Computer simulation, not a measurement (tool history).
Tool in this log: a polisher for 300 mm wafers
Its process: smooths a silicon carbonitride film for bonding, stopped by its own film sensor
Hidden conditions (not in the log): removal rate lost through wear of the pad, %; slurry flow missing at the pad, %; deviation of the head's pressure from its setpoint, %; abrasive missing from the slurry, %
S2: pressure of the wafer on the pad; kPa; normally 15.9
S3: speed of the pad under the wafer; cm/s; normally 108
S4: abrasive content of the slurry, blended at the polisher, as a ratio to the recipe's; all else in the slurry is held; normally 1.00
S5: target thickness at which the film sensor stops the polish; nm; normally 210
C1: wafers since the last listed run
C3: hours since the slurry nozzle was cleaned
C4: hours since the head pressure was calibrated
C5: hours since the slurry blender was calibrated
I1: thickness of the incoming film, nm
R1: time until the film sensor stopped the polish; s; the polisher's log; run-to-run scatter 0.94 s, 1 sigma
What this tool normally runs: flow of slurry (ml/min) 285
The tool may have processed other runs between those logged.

{"run": 1, "hour": 0.0, "flow of slurry (ml/min)": 285, "S2": 15.9, "S3": 108, "S4": 1.0, "S5": 208, "C1": 0, "wafers polished on this pad": 364, "C3": 164.1, "C4": 1452.9, "C5": 104.3, "I1": 233.4, "R1": 101.2}
{"run": 2, "hour": 12.1, "flow of slurry (ml/min)": 285, "S2": 15.9, "S3": 108, "S4": 1.0, "S5": 208, "C1": 86, "wafers polished on this pad": 451, "C3": 176.2, "C4": 1465.0, "C5": 116.4, "I1": 233.4, "R1": 101.9}
{"run": 3, "hour": 21.3, "flow of slurry (ml/min)": 285, "S2": 15.9, "S3": 108, "S4": 1.0, "S5": 210, "C1": 65, "wafers polished on this pad": 517, "C3": 185.4, "C4": 1474.2, "C5": 125.6, "I1": 228.6, "R1": 74.3}
{"run": 4, "hour": 37.1, "flow of slurry (ml/min)": 285, "S2": 15.9, "S3": 108, "S4": 1.0, "S5": 210, "C1": 113, "wafers polished on this pad": 630, "C3": 201.2, "C4": 1490.0, "C5": 141.4, "I1": 226.7, "R1": 66.2}
{"run": 5, "hour": 57.5, "flow of slurry (ml/min)": 285, "S2": 15.9, "S3": 108, "S4": 1.0, "S5": 210, "C1": 145, "wafers polished on this pad": 776, "C3": 221.6, "C4": 1510.4, "C5": 161.8, "I1": 231.4, "R1": 84.7}
{"run": 6, "hour": 67.5, "flow of slurry (ml/min)": 285, "S2": 15.9, "S3": 108, "S4": 1.0, "S5": 210, "C1": 71, "wafers polished on this pad": 847, "C3": 231.6, "C4": 1520.4, "C5": 171.8, "I1": 227.2, "R1": 69.8}
{"hour": 85.4, "done": "worn pad replaced by a new one"}
{"run": 7, "hour": 85.9, "flow of slurry (ml/min)": 285, "S2": 15.9, "S3": 108, "S4": 1.0, "S5": 210, "C1": 103, "wafers polished on this pad": 3, "C3": 250.0, "C4": 1538.8, "C5": 190.2, "I1": 224.8, "R1": 59.2}
{"run": 8, "hour": 98.7, "flow of slurry (ml/min)": 285, "S2": 15.9, "S3": 108, "S4": 1.0, "S5": 210, "C1": 91, "wafers polished on this pad": 95, "C3": 262.8, "C4": 1551.6, "C5": 203.0, "I1": 227.1, "R1": 69.2}
{"run": 9, "hour": 112.1, "flow of slurry (ml/min)": 285, "S2": 15.9, "S3": 108, "S4": 1.0, "S5": 210, "C1": 95, "wafers polished on this pad": 191, "C3": 276.2, "C4": 1565.0, "C5": 216.4, "I1": 230.9, "R1": 83.9}
{"run": 10, "hour": 128.6, "flow of slurry (ml/min)": 285, "S2": 15.9, "S3": 108, "S4": 1.0, "S5": 210, "C1": 118, "wafers polished on this pad": 309, "C3": 292.7, "C4": 1581.5, "C5": 232.9, "I1": 231.6, "R1": 86.7}
{"run": 11, "hour": 141.0, "flow of slurry (ml/min)": 220, "S2": 15.9, "S3": 108, "S4": 1.0, "S5": 210, "C1": 88, "wafers polished on this pad": 398, "C3": 305.1, "C4": 1593.9, "C5": 245.3, "I1": 229.4, "R1": 81.5}
{"run": 12, "hour": 147.8, "flow of slurry (ml/min)": 220, "S2": 15.9, "S3": 108, "S4": 1.0, "S5": 210, "C1": 48, "wafers polished on this pad": 446, "C3": 311.9, "C4": 1600.7, "C5": 252.1, "I1": 232.1, "R1": 90.4}
{"hour": 156.2, "done": "head pressure recalibrated"}
{"run": 13, "hour": 160.3, "flow of slurry (ml/min)": 220, "S2": 15.9, "S3": 108, "S4": 1.0, "S5": 210, "C1": 75, "wafers polished on this pad": 521, "C3": 324.4, "C4": 4.1, "C5": 264.6, "I1": 231.4, "R1": 90.0}
{"run": 14, "hour": 175.6, "flow of slurry (ml/min)": 320, "S2": 15.9, "S3": 108, "S4": 1.2, "S5": 210, "C1": 109, "wafers polished on this pad": 631, "C3": 339.7, "C4": 19.4, "C5": 279.9, "I1": 228.3, "R1": 64.8}
{"hour": 179.8, "done": "slurry blender recalibrated"}
{"run": 15, "hour": 184.3, "flow of slurry (ml/min)": 285, "S2": 13.8, "S3": 108, "S4": 0.9, "S5": 210, "C1": 47, "wafers polished on this pad": 679, "C3": 348.4, "C4": 28.1, "C5": 4.5, "I1": 227.1, "R1": 86.3}
{"run": 16, "hour": 201.1, "flow of slurry (ml/min)": 250, "S2": 18.6, "S3": 108, "S4": 1.0, "S5": 210, "C1": 120, "wafers polished on this pad": 799, "C3": 365.2, "C4": 44.9, "C5": 21.3, "I1": 227.2, "R1": 61.5}
{"run": 17, "hour": 209.0, "flow of slurry (ml/min)": 285, "S2": 15.9, "S3": 108, "S4": 1.0, "S5": 210, "C1": 56, "wafers polished on this pad": 856, "C3": 373.1, "C4": 52.8, "C5": 29.2, "I1": 227.3, "R1": 70.5}
{"run": 18, "hour": 225.8, "flow of slurry (ml/min)": 285, "S2": 15.9, "S3": 78, "S4": 1.0, "S5": 210, "C1": 120, "wafers polished on this pad": 976, "C3": 389.9, "C4": 69.6, "C5": 46.0, "I1": 229.2, "R1": 92.8}
{"run": 19, "hour": 235.4, "flow of slurry (ml/min)": 285, "S2": 11.0, "S3": 108, "S4": 1.3, "S5": 210, "C1": 68, "wafers polished on this pad": 1045, "C3": 399.5, "C4": 79.2, "C5": 55.6, "I1": 227.0, "R1": 84.1}
{"hour": 240.7, "done": "worn pad replaced by a new one"}
{"hour": 243.5, "done": "slurry nozzle cleaned"}
{"run": 20, "hour": 248.0, "flow of slurry (ml/min)": 190, "S2": 10.3, "S3": 108, "S4": 1.0, "S5": 215, "C1": 54, "wafers polished on this pad": 44, "C3": 4.5, "C4": 91.8, "C5": 68.2, "I1": 229.8, "R1": 93.0}
{"run": 21, "hour": 258.7, "flow of slurry (ml/min)": 285, "S2": 15.9, "S3": 108, "S4": 1.0, "S5": 210, "C1": 76, "wafers polished on this pad": 121, "C3": 15.2, "C4": 102.5, "C5": 78.9, "I1": 230.3, "R1": 77.6}
{"run": 22, "hour": 269.9, "flow of slurry (ml/min)": 285, "S2": 12.4, "S3": 82, "S4": 1.0, "S5": 214, "C1": 80, "wafers polished on this pad": 201, "C3": 26.4, "C4": 113.7, "C5": 90.1, "I1": 229.5, "R1": 89.6}
{"run": 23, "hour": 280.6, "flow of slurry (ml/min)": 285, "S2": 10.3, "S3": 108, "S4": 1.0, "S5": 210, "C1": 76, "wafers polished on this pad": 278, "C3": 37.1, "C4": 124.4, "C5": 100.8, "I1": 227.9, "R1": 107.3}
{"run": 24, "hour": 294.2, "flow of slurry (ml/min)": 325, "S2": 15.9, "S3": 108, "S4": 1.0, "S5": 210, "C1": 97, "wafers polished on this pad": 375, "C3": 50.7, "C4": 138.0, "C5": 114.4, "I1": 228.7, "R1": 71.4}
{"run": 25, "hour": 308.3, "flow of slurry (ml/min)": 340, "S2": 15.9, "S3": 108, "S4": 1.0, "S5": 210, "C1": 100, "wafers polished on this pad": 476, "C3": 64.8, "C4": 152.1, "C5": 128.5, "I1": 231.8, "R1": 84.2}
{"run": 26, "hour": 316.5, "flow of slurry (ml/min)": 285, "S2": 15.9, "S3": 108, "S4": 1.0, "S5": 210, "C1": 58, "wafers polished on this pad": 535, "C3": 73.0, "C4": 160.3, "C5": 136.7, "I1": 229.1, "R1": 74.1}
{"run": 27, "hour": 330.0, "flow of slurry (ml/min)": 205, "S2": 15.9, "S3": 108, "S4": 1.0, "S5": 210, "C1": 96, "wafers polished on this pad": 631, "C3": 86.5, "C4": 173.8, "C5": 150.2, "I1": 228.3, "R1": 75.1}
{"run": 28, "hour": 345.0, "flow of slurry (ml/min)": 285, "S2": 15.9, "S3": 108, "S4": 1.0, "S5": 210, "C1": 107, "wafers polished on this pad": 738, "C3": 101.5, "C4": 188.8, "C5": 165.2, "I1": 231.0, "R1": 81.8}
{"run": 29, "hour": 362.0, "flow of slurry (ml/min)": 370, "S2": 15.9, "S3": 108, "S4": 1.0, "S5": 210, "C1": 121, "wafers polished on this pad": 860, "C3": 118.5, "C4": 205.8, "C5": 182.2, "I1": 230.6, "R1": 80.0}
{"run": 30, "hour": 377.1, "flow of slurry (ml/min)": 285, "S2": 15.9, "S3": 108, "S4": 1.2, "S5": 210, "C1": 108, "wafers polished on this pad": 968, "C3": 133.6, "C4": 220.9, "C5": 197.3, "I1": 230.5, "R1": 71.9}

4 ways to go on from here, each from the tool as it stands after run 30. What would each give?
{"run": "A", "hour": 377.5, "flow of slurry (ml/min)": 285, "S2": 15.9, "S3": 108, "S4": 1.25, "S5": 210, "C1": 2, "wafers polished on this pad": 971, "C3": 134.0, "C4": 221.3, "C5": 197.7, "I1": 227.2, "R1": "?"}
{"run": "B", "hour": 377.5, "flow of slurry (ml/min)": 285, "S2": 15.9, "S3": 84, "S4": 1.0, "S5": 216, "C1": 2, "wafers polished on this pad": 971, "C3": 134.0, "C4": 221.3, "C5": 197.7, "I1": 227.2, "R1": "?"}
{"run": "C", "hour": 377.5, "flow of slurry (ml/min)": 385, "S2": 17.9, "S3": 108, "S4": 1.0, "S5": 210, "C1": 2, "wafers polished on this pad": 971, "C3": 134.0, "C4": 221.3, "C5": 197.7, "I1": 227.2, "R1": "?"}
{"run": "D", "hour": 377.5, "flow of slurry (ml/min)": 285, "S2": 15.9, "S3": 108, "S4": 1.25, "S5": 207, "C1": 2, "wafers polished on this pad": 971, "C3": 134.0, "C4": 221.3, "C5": 197.7, "I1": 227.2, "R1": "?"}

run=A R1=59.7
run=B R1=50.7
run=C R1=58.7
run=D R1=70.1
Without the tool's hidden state the same runs would have given:
run=A R1=58.8
run=B R1=49.9
run=C R1=58.0
run=D R1=69.1
